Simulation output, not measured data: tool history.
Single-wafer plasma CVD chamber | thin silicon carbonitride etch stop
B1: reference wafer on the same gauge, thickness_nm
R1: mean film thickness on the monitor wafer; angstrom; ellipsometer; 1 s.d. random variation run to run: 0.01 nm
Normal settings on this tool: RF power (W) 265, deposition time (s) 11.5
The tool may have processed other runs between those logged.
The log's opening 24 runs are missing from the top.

{"hour": 600.6, "done": "thermocouple changed; heater temperature recalibrated"}
{"run": 25, "hour": 609.1, "RF power (W)": 230, "deposition time (s)": 13.2, "B1": 5.931, "R1": 75.73}
{"run": 26, "hour": 630.9, "RF power (W)": 305, "deposition time (s)": 12.3, "B1": 5.929, "R1": 76.93}
{"run": 27, "hour": 661.1, "RF power (W)": 265, "deposition time (s)": 13, "B1": 5.931, "R1": 77.72}
{"run": 28, "hour": 687.6, "RF power (W)": 300, "deposition time (s)": 11.5, "B1": 5.93, "R1": 71.46}
{"run": 29, "hour": 711.5, "RF power (W)": 285, "deposition time (s)": 12.9, "B1": 5.928, "R1": 78.78}
{"run": 30, "hour": 745.0, "RF power (W)": 265, "deposition time (s)": 11.5, "B1": 5.931, "R1": 68.66}
{"run": 31, "hour": 768.1, "RF power (W)": 220, "deposition time (s)": 12.7, "B1": 5.929, "R1": 71.64}
{"run": 32, "hour": 787.9, "RF power (W)": 265, "deposition time (s)": 11.5, "B1": 5.928, "R1": 68.52}
{"run": 33, "hour": 814.8, "RF power (W)": 310, "deposition time (s)": 12.1, "B1": 5.927, "R1": 75.73}
{"run": 34, "hour": 848.4, "RF power (W)": 250, "deposition time (s)": 13.6, "B1": 5.93, "R1": 79.59}
{"hour": 860.1, "done": "gauge calibrated"}
{"run": 35, "hour": 867.3, "RF power (W)": 235, "deposition time (s)": 10, "B1": 5.93, "R1": 57.57}

Here are 5 independent what-if runs from the current tool condition. What would each one return?
{"run": "A", "hour": 867.7, "RF power (W)": 265, "deposition time (s)": 10.5, "B1": "?", "R1": "?"}
{"run": "B", "hour": 867.7, "RF power (W)": 305, "deposition time (s)": 10.5, "B1": "?", "R1": "?"}
{"run": "C", "hour": 867.7, "RF power (W)": 300, "deposition time (s)": 13, "B1": "?", "R1": "?"}
{"run": "D", "hour": 867.7, "RF power (W)": 240, "deposition time (s)": 9.4, "B1": "?", "R1": "?"}
{"run": "E", "hour": 867.7, "RF power (W)": 220, "deposition time (s)": 10.1, "B1": "?", "R1": "?"}

run=A B1=5.929 R1=62.56
run=B B1=5.929 R1=65.31
run=C B1=5.929 R1=80.45
run=D B1=5.929 R1=54.33
run=E B1=5.929 R1=56.83
Stripped of hidden state, with their random variation kept, the same runs would have yielded:
run=A R1=62.85
run=B R1=65.62
run=C R1=80.83
run=D R1=54.58
run=E R1=57.1
